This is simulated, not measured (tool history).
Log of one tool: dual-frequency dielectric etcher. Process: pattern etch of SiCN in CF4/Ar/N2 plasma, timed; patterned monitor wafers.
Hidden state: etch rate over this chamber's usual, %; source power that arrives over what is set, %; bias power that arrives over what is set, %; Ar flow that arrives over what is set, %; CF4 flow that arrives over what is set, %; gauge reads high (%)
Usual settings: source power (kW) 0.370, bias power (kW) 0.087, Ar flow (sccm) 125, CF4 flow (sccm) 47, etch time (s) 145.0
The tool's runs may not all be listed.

| run | day | source power (kW) | bias power (kW) | Ar flow (sccm) | CF4 flow (sccm) | etch time (s) | wafers since the last listed run | hours since the last wet clean | hours since the last source power generator calibration | hours since the last bias power generator calibration | hours since the last Ar flow controller change | hours since the last CF4 flow controller change | hours since the last upper electrode change | hours since the gauge calibration | read-back reference wafer on the same gauge, depth_nm | mean etch depth across the wafer (angstrom) |
|---|---|---|---|---|---|---|---|---|---|---|---|---|---|---|---|---|
| 1 | 0.000 | 0.430 | 0.087 | 115 | 47 | 145.0 | 0 | 499.0 | 11.2 | 3045.0 | 1582.9 | 2223.1 | 3626.4 | 1035.8 | 98.1 | 1269 |
| 2 | 1.371 | 0.370 | 0.087 | 125 | 37 | 179.5 | 273 | 531.9 | 44.1 | 3077.9 | 1615.8 | 2256.0 | 3659.3 | 1068.7 | 98.1 | 1285 |
| 3 | 1.979 | 0.370 | 0.087 | 125 | 47 | 113.5 | 121 | 546.5 | 58.7 | 3092.5 | 1630.4 | 2270.6 | 3673.9 | 1083.3 | 98.0 | 837 |
|  | 4.242 | upper electrode replaced |
| 4 | 4.262 | 0.370 | 0.103 | 145 | 58 | 185.5 | 256 | 601.3 | 113.5 | 3147.3 | 1685.2 | 2325.4 | 0.5 | 1138.1 | 97.9 | 1460 |
| 5 | 4.279 | 0.410 | 0.103 | 125 | 37 | 131.5 | 3 | 601.7 | 113.9 | 3147.7 | 1685.6 | 2325.8 | 0.9 | 1138.5 | 97.8 | 1102 |
| 6 | 4.933 | 0.290 | 0.087 | 136 | 36 | 105.5 | 130 | 617.4 | 129.6 | 3163.4 | 1701.3 | 2341.5 | 16.6 | 1154.2 | 98.0 | 580 |
| 7 | 5.492 | 0.370 | 0.104 | 125 | 47 | 145.0 | 111 | 630.8 | 143.0 | 3176.8 | 1714.7 | 2354.9 | 30.0 | 1167.6 | 98.0 | 1151 |
| 8 | 6.454 | 0.370 | 0.087 | 125 | 42 | 185.0 | 192 | 653.9 | 166.1 | 3199.9 | 1737.8 | 2378.0 | 53.1 | 1190.7 | 97.8 | 1341 |
|  | 7.192 | Ar flow controller replaced |
|  | 7.558 | CF4 flow controller replaced |
|  | 7.567 | wet clean of the chamber |
| 9 | 7.704 | 0.370 | 0.087 | 125 | 47 | 145.0 | 147 | 3.3 | 196.1 | 3229.9 | 12.3 | 3.5 | 83.1 | 1220.7 | 98.1 | 1038 |
|  | 8.112 | bias power generator calibrated |
|  | 8.612 | gauge calibrated |
| 10 | 8.950 | 0.430 | 0.096 | 113 | 35 | 145.0 | 215 | 33.2 | 226.0 | 20.1 | 42.2 | 33.4 | 113.0 | 8.1 | 98.0 | 1209 |
| 11 | 10.212 | 0.440 | 0.087 | 125 | 47 | 145.0 | 251 | 63.5 | 256.3 | 50.4 | 72.5 | 63.7 | 143.3 | 38.4 | 98.0 | 1241 |
| 12 | 10.725 | 0.370 | 0.104 | 125 | 47 | 145.0 | 102 | 75.8 | 268.6 | 62.7 | 84.8 | 76.0 | 155.6 | 50.7 | 97.9 | 1106 |
| 13 | 11.712 | 0.280 | 0.101 | 95 | 36 | 145.0 | 197 | 99.5 | 292.3 | 86.4 | 108.5 | 99.7 | 179.3 | 74.4 | 97.9 | 818 |
| 14 | 12.267 | 0.370 | 0.087 | 125 | 47 | 145.0 | 110 | 112.8 | 305.6 | 99.7 | 121.8 | 113.0 | 192.6 | 87.7 | 98.0 | 1038 |
| 15 | 12.942 | 0.420 | 0.104 | 108 | 39 | 145.0 | 134 | 129.0 | 321.8 | 115.9 | 138.0 | 129.2 | 208.8 | 103.9 | 98.2 | 1240 |
|  | 15.312 | wet clean of the chamber, repeated, since the last time left the tool worse |
| 16 | 16.958 | 0.370 | 0.087 | 149 | 47 | 145.0 | 601 | 39.5 | 418.2 | 212.3 | 234.4 | 225.6 | 305.2 | 200.3 | 98.0 | 1084 |
| 17 | 18.279 | 0.370 | 0.087 | 125 | 38 | 187.0 | 263 | 71.2 | 449.9 | 244.0 | 266.1 | 257.3 | 336.9 | 232.0 | 98.2 | 1378 |
| 18 | 19.117 | 0.370 | 0.087 | 125 | 47 | 145.0 | 167 | 91.3 | 470.0 | 264.1 | 286.2 | 277.4 | 357.0 | 252.1 | 98.2 | 1110 |
| 19 | 20.475 | 0.370 | 0.087 | 125 | 52 | 162.5 | 270 | 123.9 | 502.6 | 296.7 | 318.8 | 310.0 | 389.6 | 284.7 | 98.0 | 1244 |
| 20 | 21.712 | 0.370 | 0.093 | 125 | 57 | 180.5 | 246 | 153.6 | 532.3 | 326.4 | 348.5 | 339.7 | 419.3 | 314.4 | 98.2 | 1434 |
| 21 | 22.725 | 0.370 | 0.087 | 154 | 47 | 145.0 | 202 | 177.9 | 556.6 | 350.7 | 372.8 | 364.0 | 443.6 | 338.7 | 97.8 | 1061 |

The same runs without the tool's hidden state, with the same run-to-run variation:
| run | mean etch depth across the wafer (angstrom) |
|---|---|
| 1 | 1302 |
| 2 | 1320 |
| 3 | 861 |
| 4 | 1506 |
| 5 | 1137 |
| 6 | 598 |
| 7 | 1189 |
| 8 | 1386 |
| 9 | 1105 |
| 10 | 1288 |
| 11 | 1324 |
| 12 | 1181 |
| 13 | 874 |
| 14 | 1111 |
| 15 | 1328 |
| 16 | 1087 |
| 17 | 1384 |
| 18 | 1116 |
| 19 | 1253 |
| 20 | 1446 |
| 21 | 1072 |

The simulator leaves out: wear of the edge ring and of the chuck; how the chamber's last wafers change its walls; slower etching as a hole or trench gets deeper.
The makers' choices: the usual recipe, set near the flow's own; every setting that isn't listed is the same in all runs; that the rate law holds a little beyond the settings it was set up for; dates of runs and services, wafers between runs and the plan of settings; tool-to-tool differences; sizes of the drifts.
